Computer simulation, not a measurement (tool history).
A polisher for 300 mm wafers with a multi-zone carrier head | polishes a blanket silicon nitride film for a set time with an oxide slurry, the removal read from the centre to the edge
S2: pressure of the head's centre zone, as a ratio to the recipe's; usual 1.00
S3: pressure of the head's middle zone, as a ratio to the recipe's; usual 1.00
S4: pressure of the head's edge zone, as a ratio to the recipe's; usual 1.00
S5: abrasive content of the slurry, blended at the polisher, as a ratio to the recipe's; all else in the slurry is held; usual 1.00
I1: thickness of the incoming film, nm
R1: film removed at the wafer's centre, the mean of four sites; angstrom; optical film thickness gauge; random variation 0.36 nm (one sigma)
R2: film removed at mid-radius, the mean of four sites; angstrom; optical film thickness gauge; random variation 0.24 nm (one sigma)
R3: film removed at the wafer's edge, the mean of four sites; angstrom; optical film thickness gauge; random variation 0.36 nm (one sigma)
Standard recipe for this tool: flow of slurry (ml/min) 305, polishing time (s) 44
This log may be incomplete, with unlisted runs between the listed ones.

run 1 hour=0.0 | flow_of_slurry_(ml/min)=305 S2=0.97 S3=1.00 S4=1.00 S5=1.00 polishing_time_(s)=55 | I1=455.8 | R1=297 R2=315 R3=296
run 2 hour=100.4 | flow_of_slurry_(ml/min)=225 S2=1.00 S3=1.00 S4=1.07 S5=0.90 polishing_time_(s)=51 | I1=456.4 | R1=251 R2=264 R3=266
-- hour=108.1 worn pad replaced by a new one
run 3 hour=151.1 | flow_of_slurry_(ml/min)=240 S2=1.00 S3=1.00 S4=1.00 S5=1.00 polishing_time_(s)=44 | I1=453.1 | R1=233 R2=243 R3=231
run 4 hour=243.4 | flow_of_slurry_(ml/min)=305 S2=1.00 S3=1.00 S4=1.07 S5=1.00 polishing_time_(s)=51 | I1=467.0 | R1=284 R2=290 R3=284
run 5 hour=294.2 | flow_of_slurry_(ml/min)=305 S2=1.00 S3=1.00 S4=1.00 S5=1.00 polishing_time_(s)=44 | I1=459.9 | R1=244 R2=255 R3=236
run 6 hour=362.5 | flow_of_slurry_(ml/min)=380 S2=0.97 S3=1.00 S4=1.00 S5=1.00 polishing_time_(s)=44 | I1=464.1 | R1=239 R2=255 R3=251
-- hour=424.2 edge zone pressure recalibrated
run 7 hour=426.2 | flow_of_slurry_(ml/min)=305 S2=1.00 S3=1.00 S4=1.00 S5=1.00 polishing_time_(s)=44 | I1=451.6 | R1=239 R2=254 R3=244
-- hour=445.5 slurry nozzle cleaned
run 8 hour=487.4 | flow_of_slurry_(ml/min)=410 S2=1.00 S3=0.88 S4=1.05 S5=1.00 polishing_time_(s)=44 | I1=466.2 | R1=236 R2=236 R3=252
run 9 hour=547.1 | flow_of_slurry_(ml/min)=305 S2=1.00 S3=1.00 S4=1.00 S5=1.00 polishing_time_(s)=44 | I1=460.7 | R1=234 R2=250 R3=236
-- hour=559.6 carrier head's membrane replaced by a new one
run 10 hour=583.4 | flow_of_slurry_(ml/min)=305 S2=1.00 S3=1.00 S4=1.00 S5=1.25 polishing_time_(s)=44 | I1=463.7 | R1=265 R2=280 R3=275
run 11 hour=665.5 | flow_of_slurry_(ml/min)=305 S2=1.00 S3=1.00 S4=1.05 S5=1.00 polishing_time_(s)=44 | I1=461.9 | R1=227 R2=254 R3=244
-- hour=703.9 worn pad replaced by a new one
run 12 hour=757.4 | flow_of_slurry_(ml/min)=305 S2=1.00 S3=1.00 S4=0.89 S5=1.00 polishing_time_(s)=49 | I1=459.0 | R1=243 R2=279 R3=256
run 13 hour=848.3 | flow_of_slurry_(ml/min)=305 S2=1.00 S3=0.91 S4=1.00 S5=1.00 polishing_time_(s)=44 | I1=464.4 | R1=218 R2=232 R3=247
-- hour=880.6 centre zone pressure recalibrated
run 14 hour=885.1 | flow_of_slurry_(ml/min)=270 S2=1.00 S3=1.00 S4=1.00 S5=1.00 polishing_time_(s)=31 | I1=455.8 | R1=179 R2=173 R3=169
run 15 hour=951.0 | flow_of_slurry_(ml/min)=305 S2=1.00 S3=1.00 S4=1.11 S5=1.25 polishing_time_(s)=44 | I1=457.3 | R1=285 R2=281 R3=286
run 16 hour=1032.4 | flow_of_slurry_(ml/min)=305 S2=1.08 S3=1.11 S4=1.00 S5=1.25 polishing_time_(s)=44 | I1=459.7 | R1=314 R2=314 R3=274
-- hour=1062.3 edge zone pressure recalibrated
run 17 hour=1106.4 | flow_of_slurry_(ml/min)=305 S2=1.00 S3=1.00 S4=1.00 S5=1.00 polishing_time_(s)=44 | I1=459.5 | R1=246 R2=250 R3=247
-- hour=1128.3 slurry nozzle cleaned
-- hour=1203.5 worn pad replaced by a new one
run 18 hour=1208.4 | flow_of_slurry_(ml/min)=305 S2=1.00 S3=1.00 S4=1.00 S5=1.00 polishing_time_(s)=44 | I1=459.2 | R1=249 R2=247 R3=240
run 19 hour=1313.7 | flow_of_slurry_(ml/min)=305 S2=0.97 S3=1.00 S4=1.00 S5=1.00 polishing_time_(s)=55 | I1=460.8 | R1=300 R2=311 R3=298
run 20 hour=1397.6 | flow_of_slurry_(ml/min)=305 S2=1.08 S3=1.11 S4=1.00 S5=1.25 polishing_time_(s)=44 | I1=460.3 | R1=296 R2=310 R3=272

Alternative continuations, all from the tool just after run 20; predict every row:
run A hour=1398.0 | flow_of_slurry_(ml/min)=305 S2=0.96 S3=1.00 S4=1.00 S5=1.00 polishing_time_(s)=44 | I1=460.7 | R1=? R2=? R3=?
run B hour=1398.0 | flow_of_slurry_(ml/min)=305 S2=0.93 S3=1.00 S4=0.91 S5=1.00 polishing_time_(s)=44 | I1=460.7 | R1=? R2=? R3=?
run C hour=1398.0 | flow_of_slurry_(ml/min)=305 S2=1.06 S3=1.00 S4=1.05 S5=0.75 polishing_time_(s)=34 | I1=460.7 | R1=? R2=? R3=?
run D hour=1398.0 | flow_of_slurry_(ml/min)=385 S2=1.00 S3=1.00 S4=0.92 S5=1.00 polishing_time_(s)=57 | I1=460.7 | R1=? R2=? R3=?
run E hour=1398.0 | flow_of_slurry_(ml/min)=265 S2=0.95 S3=1.00 S4=1.00 S5=1.00 polishing_time_(s)=35 | I1=460.7 | R1=? R2=? R3=?

run=A R1=232 R2=250 R3=243
run=B R1=226 R2=250 R3=235
run=C R1=159 R2=157 R3=156
run=D R1=319 R2=330 R3=311
run=E R1=180 R2=195 R3=191
With the hidden condition removed and each run's random variation left untouched, the same runs would have given:
run=A R1=239 R2=250 R3=243
run=B R1=233 R2=250 R3=235
run=C R1=164 R2=157 R3=156
run=D R1=329 R2=330 R3=311
run=E R1=185 R2=195 R3=191
